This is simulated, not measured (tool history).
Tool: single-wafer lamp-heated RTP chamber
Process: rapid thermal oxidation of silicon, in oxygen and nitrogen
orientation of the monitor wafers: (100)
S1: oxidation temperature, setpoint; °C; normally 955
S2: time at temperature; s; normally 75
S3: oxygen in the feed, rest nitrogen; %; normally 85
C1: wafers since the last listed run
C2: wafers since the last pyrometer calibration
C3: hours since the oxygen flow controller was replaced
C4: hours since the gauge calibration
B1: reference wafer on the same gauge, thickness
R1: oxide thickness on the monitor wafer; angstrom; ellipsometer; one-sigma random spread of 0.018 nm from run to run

run	hour	S1	S2	S3	C1	C2	C3	C4	B1	R1
1	0.0	955	75	85	0	2367	5630.0	695.5	3.872	43.36
2	189.7	955	75	85	1630	3997	5819.7	885.2	3.868	43.34
3	259.8	955	75	85	602	4599	5889.8	955.3	3.870	43.44
# hour 310.8: pyrometer window cleaned and pyrometer calibrated
4	314.9	955	75	85	404	35	5944.9	1010.4	3.869	43.29
5	349.2	955	87	85	294	330	5979.2	1044.7	3.870	46.25
6	412.4	955	87	85	543	873	6042.4	1107.9	3.866	45.98
7	561.0	955	63	85	1276	2150	6191.0	1256.5	3.870	39.96
8	632.1	955	75	85	610	2761	6262.1	1327.6	3.864	43.37
9	716.0	936	75	85	720	3482	6346.0	1411.5	3.869	37.88
10	759.1	936	75	85	370	3852	6389.1	1454.6	3.868	38.13
# hour 789.0: gauge calibrated
11	810.2	936	75	85	439	4291	6440.2	21.2	3.871	37.86
12	864.0	955	75	85	462	4753	6494.0	75.0	3.871	42.92
13	930.7	955	75	85	573	5326	6560.7	141.7	3.872	43.29
# hour 960.1: pyrometer window cleaned and pyrometer calibrated
14	982.9	955	75	85	379	196	6612.9	193.9	3.869	43.14
# hour 1003.5: oxygen flow controller replaced
15	1020.3	955	61	69	252	448	16.8	231.3	3.868	37.41
16	1062.3	955	61	69	360	809	58.8	273.3	3.871	37.16
17	1097.1	955	75	85	299	1108	93.6	308.1	3.870	43.07
18	1134.5	955	75	85	321	1429	131.0	345.5	3.872	43.22
19	1174.5	955	93	98	343	1773	171.0	385.5	3.875	49.96

Estimate the outcome of run 20 from the log above:
20	1364.6	979	90	85	1633	3407	361.1	575.6	?	?

For run 20 the tool returned B1 3.869, R1 55.84 angstrom.
Take away the tool's hidden state, keep the run-to-run variation as it was, and the same run would have given R1 55.84 angstrom.
